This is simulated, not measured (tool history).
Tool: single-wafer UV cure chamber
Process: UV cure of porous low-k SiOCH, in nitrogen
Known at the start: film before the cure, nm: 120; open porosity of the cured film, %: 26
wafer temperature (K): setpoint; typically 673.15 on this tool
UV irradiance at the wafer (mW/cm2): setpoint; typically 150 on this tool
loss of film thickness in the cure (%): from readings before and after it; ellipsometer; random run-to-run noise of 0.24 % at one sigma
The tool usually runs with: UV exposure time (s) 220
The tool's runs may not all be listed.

| run | day | wafer temperature (K) | UV exposure time (s) | UV irradiance at the wafer (mW/cm2) | loss of film thickness in the cure (%) |
|---|---|---|---|---|---|
| 1 | 0.000 | 673.15 | 220 | 150 | 15.261 |
| 2 | 1.488 | 673.15 | 220 | 150 | 15.239 |
| 3 | 1.738 | 673.15 | 220 | 150 | 15.599 |
|  | 2.225 | quartz window cleaned |
| 4 | 2.642 | 673.15 | 220 | 150 | 14.391 |
| 5 | 3.108 | 673.15 | 220 | 150 | 15.048 |
| 6 | 3.742 | 673.15 | 255 | 150 | 15.003 |
| 7 | 4.154 | 673.15 | 255 | 150 | 15.342 |
| 8 | 4.525 | 673.15 | 255 | 150 | 15.106 |
|  | 5.208 | quartz window cleaned, repeated, since the last time left the tool worse |
| 9 | 5.229 | 687.15 | 220 | 150 | 15.812 |
| 10 | 5.338 | 673.15 | 220 | 150 | 15.673 |
|  | 6.171 | UV bulbs replaced |
| 11 | 6.192 | 673.15 | 220 | 150 | 15.428 |
| 12 | 6.338 | 673.15 | 220 | 150 | 15.278 |
| 13 | 7.042 | 673.15 | 220 | 150 | 15.406 |
| 14 | 7.388 | 673.15 | 220 | 150 | 15.780 |
| 15 | 7.904 | 667.15 | 260 | 179 | 17.191 |
|  | 8.304 | quartz window cleaned |
| 16 | 8.362 | 684.15 | 220 | 150 | 16.227 |
| 17 | 8.667 | 673.15 | 220 | 134 | 14.955 |
| 18 | 9.346 | 673.15 | 220 | 150 | 15.441 |
| 19 | 9.946 | 688.15 | 110 | 165 | 12.776 |
| 20 | 10.396 | 673.15 | 220 | 114 | 14.217 |

What will run 21 give?
| 21 | 10.750 | 663.15 | 290 | 132 | ? |

{"run 21": {"loss of film thickness in the cure (%)": 15.957}}
On a tool with no hidden condition, and with the same random variation, this run would have come out at loss of film thickness in the cure (%) 16.444.
